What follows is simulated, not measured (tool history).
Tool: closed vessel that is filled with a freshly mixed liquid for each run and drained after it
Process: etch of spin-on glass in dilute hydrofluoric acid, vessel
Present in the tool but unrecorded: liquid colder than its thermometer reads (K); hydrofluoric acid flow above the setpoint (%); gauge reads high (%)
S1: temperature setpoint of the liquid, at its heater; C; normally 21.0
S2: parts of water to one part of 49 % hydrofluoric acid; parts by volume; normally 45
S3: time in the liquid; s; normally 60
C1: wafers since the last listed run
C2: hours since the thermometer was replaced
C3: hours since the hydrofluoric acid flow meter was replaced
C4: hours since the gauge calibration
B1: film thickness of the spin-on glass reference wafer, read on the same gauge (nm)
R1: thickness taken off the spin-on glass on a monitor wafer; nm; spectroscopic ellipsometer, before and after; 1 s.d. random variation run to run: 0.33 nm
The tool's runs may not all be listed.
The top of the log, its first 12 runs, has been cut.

run    hour    S1  S2  S3     C1      C2      C3      C4     B1      R1
 13   969.2  24.0  45  75   5184  1902.2   898.5  1839.4  49.98   62.30
 14  1036.7  17.5  50  60   8748  1969.7   966.0  1906.9  50.04   34.30
 15  1274.2  17.5  50  60  30781  2207.2  1203.5  2144.4  49.98   35.21
 16  1372.3  17.5  50  60  12714  2305.3  1301.6  2242.5  50.02   34.97
 17  1442.7  21.0  50  60   9124  2375.7  1372.0  2312.9  50.01   40.65
 18  1482.4  21.0  45  60   5145  2415.4  1411.7  2352.6  50.00   45.66
     1572.7  -- hydrofluoric acid flow meter replaced
 19  1585.4  17.0  25  90  13219  2518.4    12.7  2455.6  50.00   97.31
     1611.8  -- gauge calibrated
 20  1679.8  21.0  45  60  12234  2612.8   107.1    68.0  50.01   42.23
 21  1773.4  24.5  30  80  12131  2706.4   200.7   161.6  50.02  100.61
 22  1821.5  21.0  45  65   6234  2754.5   248.8   209.7  50.00   46.84
 23  1903.1  21.0  45  60  10575  2836.1   330.4   291.3  49.98   42.43
 24  1988.9  21.0  50  85  11120  2921.9   416.2   377.1  50.01   54.27
 25  2051.9  23.0  45  40   8165  2984.9   479.2   440.1  50.02   31.45
     2073.3  -- thermometer replaced
 26  2133.2  17.0  60  95  10407    59.9   560.5   521.4  50.03   43.15
 27  2198.4  18.0  55  40   8450   125.1   625.7   586.6  49.97   20.97
 28  2301.0  21.0  45  60  13297   227.7   728.3   689.2  50.00   43.93
 29  2396.7  21.0  45  60  12403   323.4   824.0   784.9  49.99   43.88
 30  2490.1  21.0  45  65  12105   416.8   917.4   878.3  49.98   48.42
 31  2674.7  17.5  55  85  23925   601.4  1102.0  1062.9  49.98   45.29
 32  2726.8  21.0  55  90   6752   653.5  1154.1  1115.0  49.98   55.21
 33  2810.4  21.0  45  50  10835   737.1  1237.7  1198.6  50.01   37.87

Here are 5 independent what-if runs from the current tool condition. What would each one return?
  A  2811.1  21.0  55  60  90  737.8  1238.4  1199.3   ?   ?
  B  2811.1  21.0  45  85  90  737.8  1238.4  1199.3   ?   ?
  C  2811.1  19.0  35  30  90  737.8  1238.4  1199.3   ?   ?
  D  2811.1  25.5  45  90  90  737.8  1238.4  1199.3   ?   ?
  E  2811.1  18.5  35  35  90  737.8  1238.4  1199.3   ?   ?

run     B1     R1
  A  49.98  37.10
  B  49.98  64.98
  C  49.98  27.36
  D  49.98  82.99
  E  49.98  31.24
What these runs would have given with no unlogged condition in the tool:
run     R1
  A  34.12
  B  59.81
  C  25.22
  D  76.36
  E  28.79
